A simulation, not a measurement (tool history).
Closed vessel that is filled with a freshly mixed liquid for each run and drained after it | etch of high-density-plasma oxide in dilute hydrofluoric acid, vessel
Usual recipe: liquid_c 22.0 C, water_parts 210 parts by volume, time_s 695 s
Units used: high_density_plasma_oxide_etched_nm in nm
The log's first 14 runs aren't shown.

| run | hour | liquid_c | water_parts | time_s | wafers since the last listed run | hours since the thermometer was replaced | hours since the hydrofluoric acid flow meter was replaced | hours since the gauge calibration | read-back film thickness of the high-density-plasma oxide reference wafer, read on the same gauge (nm) | high_density_plasma_oxide_etched_nm |
|---|---|---|---|---|---|---|---|---|---|---|
| 15 | 234.1 | 18.5 | 210 | 695 | 1100 | 2855.1 | 1388.2 | 118.7 | 90.00 | 12.82 |
| 16 | 251.6 | 25.0 | 210 | 305 | 1203 | 2872.6 | 1405.7 | 136.2 | 90.02 | 7.21 |
| 17 | 265.9 | 22.0 | 210 | 695 | 983 | 2886.9 | 1420.0 | 150.5 | 89.99 | 14.63 |
| 18 | 276.1 | 20.0 | 135 | 370 | 701 | 2897.1 | 1430.2 | 160.7 | 90.01 | 12.43 |
| 19 | 287.4 | 25.5 | 210 | 695 | 777 | 2908.4 | 1441.5 | 172.0 | 90.01 | 16.52 |
| 20 | 299.9 | 25.5 | 310 | 1080 | 859 | 2920.9 | 1454.0 | 184.5 | 89.99 | 15.51 |
| 21 | 310.0 | 18.0 | 265 | 285 | 694 | 2931.0 | 1464.1 | 194.6 | 90.00 | 3.87 |
| 22 | 323.4 | 22.0 | 155 | 695 | 921 | 2944.4 | 1477.5 | 208.0 | 90.01 | 21.24 |
| 23 | 335.6 | 22.0 | 210 | 695 | 838 | 2956.6 | 1489.7 | 220.2 | 89.98 | 14.75 |
|  | 340.6 | thermometer replaced |
| 24 | 349.9 | 17.5 | 300 | 405 | 914 | 9.3 | 1504.0 | 234.5 | 90.02 | 4.54 |
| 25 | 366.0 | 22.0 | 210 | 695 | 1107 | 25.4 | 1520.1 | 250.6 | 90.03 | 14.47 |
|  | 375.7 | hydrofluoric acid flow meter replaced |
| 26 | 396.8 | 22.0 | 240 | 695 | 2049 | 56.2 | 21.1 | 281.4 | 89.99 | 14.56 |
| 27 | 405.3 | 22.0 | 295 | 1025 | 584 | 64.7 | 29.6 | 289.9 | 90.01 | 16.72 |

Predict the results of run 28:
| 28 | 412.1 | 22.0 | 135 | 860 | 467 | 71.5 | 36.4 | 296.7 | ? | ? |

Run 28 came out at read-back film thickness of the high-density-plasma oxide reference wafer, read on the same gauge (nm) 90.01, high_density_plasma_oxide_etched_nm 36.20 nm.
Take away the tool's hidden state, keep the run-to-run variation as it was, and the same run would have given high_density_plasma_oxide_etched_nm 36.32 nm.
